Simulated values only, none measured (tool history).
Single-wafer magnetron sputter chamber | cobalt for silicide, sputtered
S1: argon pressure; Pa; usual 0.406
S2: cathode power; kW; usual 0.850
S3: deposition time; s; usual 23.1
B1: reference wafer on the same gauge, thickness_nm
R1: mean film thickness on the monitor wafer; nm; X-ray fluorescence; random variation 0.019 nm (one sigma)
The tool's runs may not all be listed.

run,hour,S1,S2,S3,B1,R1
1,0.0,0.282,0.850,23.1,10.633,9.127
2,25.1,0.406,0.750,23.1,10.633,7.986
3,57.1,0.406,0.950,23.1,10.628,9.928
# hour 80.7: sputter target and shields replaced
4,81.2,0.406,0.950,23.1,10.634,9.911
5,108.5,0.406,0.850,23.1,10.625,8.959
6,121.0,0.406,0.850,23.1,10.632,8.928
# hour 154.2: capacitance manometer re-zeroed and calibrated
7,154.7,0.406,0.850,23.1,10.625,8.977
8,176.5,0.406,0.850,23.1,10.629,8.962
9,204.7,0.406,0.900,23.1,10.628,9.442
10,224.8,0.406,0.900,23.1,10.627,9.463
11,251.2,0.406,0.850,23.1,10.627,8.947
12,281.1,0.406,0.850,23.1,10.634,8.963
13,295.0,0.406,0.850,21.0,10.626,8.166
# hour 313.9: sputter target and shields replaced
14,320.3,0.406,0.850,21.4,10.627,8.293
# hour 365.8: magnet pack replaced
15,376.3,0.326,0.950,23.1,10.627,10.059
16,391.1,0.536,0.800,23.1,10.626,8.316
17,425.9,0.406,0.850,23.1,10.631,8.909
18,446.3,0.474,0.900,18.7,10.632,7.548
19,459.6,0.527,0.750,20.8,10.628,7.055
20,490.4,0.506,0.850,23.1,10.632,8.830
21,508.9,0.257,0.950,24.3,10.635,10.710
22,527.2,0.406,1.050,23.1,10.629,10.867
23,542.4,0.406,0.850,23.1,10.632,8.971
# hour 555.0: sputter target and shields replaced
# hour 572.2: gauge calibrated
24,573.0,0.406,0.850,23.1,10.631,8.960
25,587.1,0.406,0.850,21.7,10.627,8.407
26,609.3,0.532,0.850,18.8,10.625,7.132
27,636.0,0.340,0.650,19.4,10.633,5.950
28,654.2,0.406,0.850,23.1,10.629,8.957

Forecast run 29:
29,683.2,0.283,0.850,26.5,?,?

B1: 10.629
R1: 10.496 nm
Without the tool's hidden state the same run would have given R1 10.496 nm.

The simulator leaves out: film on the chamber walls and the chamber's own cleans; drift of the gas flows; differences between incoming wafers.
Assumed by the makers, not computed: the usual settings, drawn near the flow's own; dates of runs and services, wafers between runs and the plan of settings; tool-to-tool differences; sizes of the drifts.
